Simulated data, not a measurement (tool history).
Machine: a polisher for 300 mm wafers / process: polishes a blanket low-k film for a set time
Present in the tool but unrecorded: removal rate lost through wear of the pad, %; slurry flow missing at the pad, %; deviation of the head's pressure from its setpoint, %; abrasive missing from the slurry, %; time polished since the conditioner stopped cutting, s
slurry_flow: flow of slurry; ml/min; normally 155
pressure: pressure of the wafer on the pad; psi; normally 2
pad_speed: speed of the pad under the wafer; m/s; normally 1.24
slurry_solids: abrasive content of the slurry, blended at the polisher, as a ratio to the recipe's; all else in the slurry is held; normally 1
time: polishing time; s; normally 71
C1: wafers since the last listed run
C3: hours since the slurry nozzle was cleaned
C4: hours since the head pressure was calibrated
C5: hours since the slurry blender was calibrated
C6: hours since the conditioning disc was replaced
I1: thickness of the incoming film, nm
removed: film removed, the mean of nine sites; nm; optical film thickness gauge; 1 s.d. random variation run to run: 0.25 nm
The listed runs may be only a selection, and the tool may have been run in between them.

run 1 hour=0 | slurry_flow=155 pressure=2 pad_speed=1.24 slurry_solids=1 time=71 | C1=0 wafers_polished_on_this_pad=1239 C3=277.9 C4=418.6 C5=22.8 C6=103.6 | I1=337.9 | removed=29.8
-- hour=22.7 conditioning disc replaced and pad reconditioned
run 2 hour=25.5 | slurry_flow=155 pressure=2 pad_speed=1.24 slurry_solids=1 time=71 | C1=215 wafers_polished_on_this_pad=1454 C3=303.4 C4=444.1 C5=48.3 C6=2.8 | I1=343.6 | removed=29.6
-- hour=40.9 worn pad replaced by a new one
run 3 hour=41.4 | slurry_flow=155 pressure=2 pad_speed=1.24 slurry_solids=1 time=71 | C1=109 wafers_polished_on_this_pad=5 C3=319.3 C4=460 C5=64.2 C6=18.7 | I1=336.5 | removed=29.1
run 4 hour=66.4 | slurry_flow=155 pressure=2 pad_speed=1.24 slurry_solids=1 time=71 | C1=229 wafers_polished_on_this_pad=234 C3=344.3 C4=485 C5=89.2 C6=43.7 | I1=341.2 | removed=29.3
run 5 hour=102.1 | slurry_flow=155 pressure=2 pad_speed=1.24 slurry_solids=1 time=71 | C1=327 wafers_polished_on_this_pad=561 C3=380 C4=520.7 C5=124.9 C6=79.4 | I1=342.4 | removed=28.6
-- hour=143.5 conditioning disc replaced and pad reconditioned
run 6 hour=164 | slurry_flow=155 pressure=2 pad_speed=1.24 slurry_solids=1 time=71 | C1=549 wafers_polished_on_this_pad=1111 C3=441.9 C4=582.6 C5=186.8 C6=20.5 | I1=341.5 | removed=28.4
run 7 hour=195.1 | slurry_flow=155 pressure=2 pad_speed=1.24 slurry_solids=1 time=71 | C1=285 wafers_polished_on_this_pad=1396 C3=473 C4=613.7 C5=217.9 C6=51.6 | I1=341.5 | removed=28.2
-- hour=220.3 worn pad replaced by a new one
run 8 hour=234.2 | slurry_flow=155 pressure=2 pad_speed=1.24 slurry_solids=1 time=71 | C1=321 wafers_polished_on_this_pad=127 C3=512.1 C4=652.8 C5=257 C6=90.7 | I1=342.2 | removed=28
run 9 hour=265.7 | slurry_flow=155 pressure=2 pad_speed=1.24 slurry_solids=1 time=71 | C1=288 wafers_polished_on_this_pad=415 C3=543.6 C4=684.3 C5=288.5 C6=122.2 | I1=340.4 | removed=27.7
run 10 hour=281.6 | slurry_flow=155 pressure=2 pad_speed=1.24 slurry_solids=1 time=71 | C1=145 wafers_polished_on_this_pad=561 C3=559.5 C4=700.2 C5=304.4 C6=138.1 | I1=332.6 | removed=27.6
-- hour=286.3 conditioning disc replaced and pad reconditioned
run 11 hour=293.7 | slurry_flow=155 pressure=2 pad_speed=1.24 slurry_solids=1 time=71 | C1=92 wafers_polished_on_this_pad=654 C3=571.6 C4=712.3 C5=316.5 C6=7.4 | I1=342.9 | removed=27
run 12 hour=309.2 | slurry_flow=155 pressure=2 pad_speed=1.24 slurry_solids=1 time=71 | C1=142 wafers_polished_on_this_pad=796 C3=587.1 C4=727.8 C5=332 C6=22.9 | I1=344.7 | removed=27.7
run 13 hour=322.8 | slurry_flow=115 pressure=1.6 pad_speed=1.64 slurry_solids=1 time=71 | C1=124 wafers_polished_on_this_pad=921 C3=600.7 C4=741.4 C5=345.6 C6=36.5 | I1=336.5 | removed=23.6
run 14 hour=342.4 | slurry_flow=155 pressure=2 pad_speed=1.24 slurry_solids=1 time=71 | C1=179 wafers_polished_on_this_pad=1101 C3=620.3 C4=761 C5=365.2 C6=56.1 | I1=333.9 | removed=27.2
-- hour=360.8 slurry blender recalibrated
run 15 hour=369.1 | slurry_flow=155 pressure=2 pad_speed=1.24 slurry_solids=1.3 time=71 | C1=226 wafers_polished_on_this_pad=1327 C3=647 C4=787.7 C5=8.3 C6=82.8 | I1=338.8 | removed=31.6
-- hour=388.1 head pressure recalibrated
-- hour=392.4 worn pad replaced by a new one
run 16 hour=398.6 | slurry_flow=125 pressure=2 pad_speed=0.8 slurry_solids=0.85 time=46 | C1=215 wafers_polished_on_this_pad=56 C3=676.5 C4=10.5 C5=37.8 C6=112.3 | I1=344.5 | removed=13.1
-- hour=406.5 slurry nozzle cleaned
run 17 hour=413.3 | slurry_flow=155 pressure=1.5 pad_speed=0.9 slurry_solids=1.1 time=57 | C1=125 wafers_polished_on_this_pad=182 C3=6.8 C4=25.2 C5=52.5 C6=127 | I1=346.8 | removed=15.7
-- hour=428.2 conditioning disc replaced and pad reconditioned
run 18 hour=434.2 | slurry_flow=175 pressure=2 pad_speed=1.24 slurry_solids=1 time=47 | C1=173 wafers_polished_on_this_pad=355 C3=27.7 C4=46.1 C5=73.4 C6=6 | I1=337.9 | removed=20.2
run 19 hour=465.8 | slurry_flow=140 pressure=1.4 pad_speed=0.86 slurry_solids=1.15 time=71 | C1=289 wafers_polished_on_this_pad=645 C3=59.3 C4=77.7 C5=105 C6=37.6 | I1=345.7 | removed=17.5
run 20 hour=494.1 | slurry_flow=155 pressure=2.4 pad_speed=1.24 slurry_solids=1 time=83 | C1=259 wafers_polished_on_this_pad=905 C3=87.6 C4=106 C5=133.3 C6=65.9 | I1=336.9 | removed=40.6
run 21 hour=528.5 | slurry_flow=155 pressure=2 pad_speed=1.68 slurry_solids=1 time=61 | C1=315 wafers_polished_on_this_pad=1220 C3=122 C4=140.4 C5=167.7 C6=100.3 | I1=332.3 | removed=29.5
-- hour=559.8 worn pad replaced by a new one
run 22 hour=560.3 | slurry_flow=155 pressure=2 pad_speed=1.24 slurry_solids=1.2 time=71 | C1=254 wafers_polished_on_this_pad=4 C3=153.8 C4=172.2 C5=199.5 C6=132.1 | I1=342.9 | removed=30.1
-- hour=581.9 conditioning disc replaced and pad reconditioned
run 23 hour=585.5 | slurry_flow=180 pressure=2 pad_speed=1.24 slurry_solids=1.3 time=71 | C1=212 wafers_polished_on_this_pad=217 C3=179 C4=197.4 C5=224.7 C6=3.6 | I1=339.2 | removed=31.9
run 24 hour=617.6 | slurry_flow=155 pressure=2 pad_speed=1.24 slurry_solids=1 time=71 | C1=294 wafers_polished_on_this_pad=511 C3=211.1 C4=229.5 C5=256.8 C6=35.7 | I1=337.7 | removed=28.2
run 25 hour=636.7 | slurry_flow=155 pressure=2 pad_speed=1.24 slurry_solids=1 time=71 | C1=175 wafers_polished_on_this_pad=686 C3=230.2 C4=248.6 C5=275.9 C6=54.8 | I1=343.2 | removed=28.3

Here are 3 independent what-if runs from the current tool condition. What would each one return?
run A hour=637.2 | slurry_flow=155 pressure=2 pad_speed=1.24 slurry_solids=1 time=71 | C1=4 wafers_polished_on_this_pad=691 C3=230.7 C4=249.1 C5=276.4 C6=55.3 | I1=345 | removed=?
run B hour=637.2 | slurry_flow=155 pressure=2 pad_speed=1.42 slurry_solids=1.15 time=71 | C1=4 wafers_polished_on_this_pad=691 C3=230.7 C4=249.1 C5=276.4 C6=55.3 | I1=345 | removed=?
run C hour=637.2 | slurry_flow=155 pressure=2 pad_speed=1.24 slurry_solids=1.25 time=64 | C1=4 wafers_polished_on_this_pad=691 C3=230.7 C4=249.1 C5=276.4 C6=55.3 | I1=345 | removed=?

run=A removed=28.5
run=B removed=32.2
run=C removed=27.8
What these runs would have given with no unlogged condition in the tool:
run=A removed=30.7
run=B removed=34.6
run=C removed=29.8

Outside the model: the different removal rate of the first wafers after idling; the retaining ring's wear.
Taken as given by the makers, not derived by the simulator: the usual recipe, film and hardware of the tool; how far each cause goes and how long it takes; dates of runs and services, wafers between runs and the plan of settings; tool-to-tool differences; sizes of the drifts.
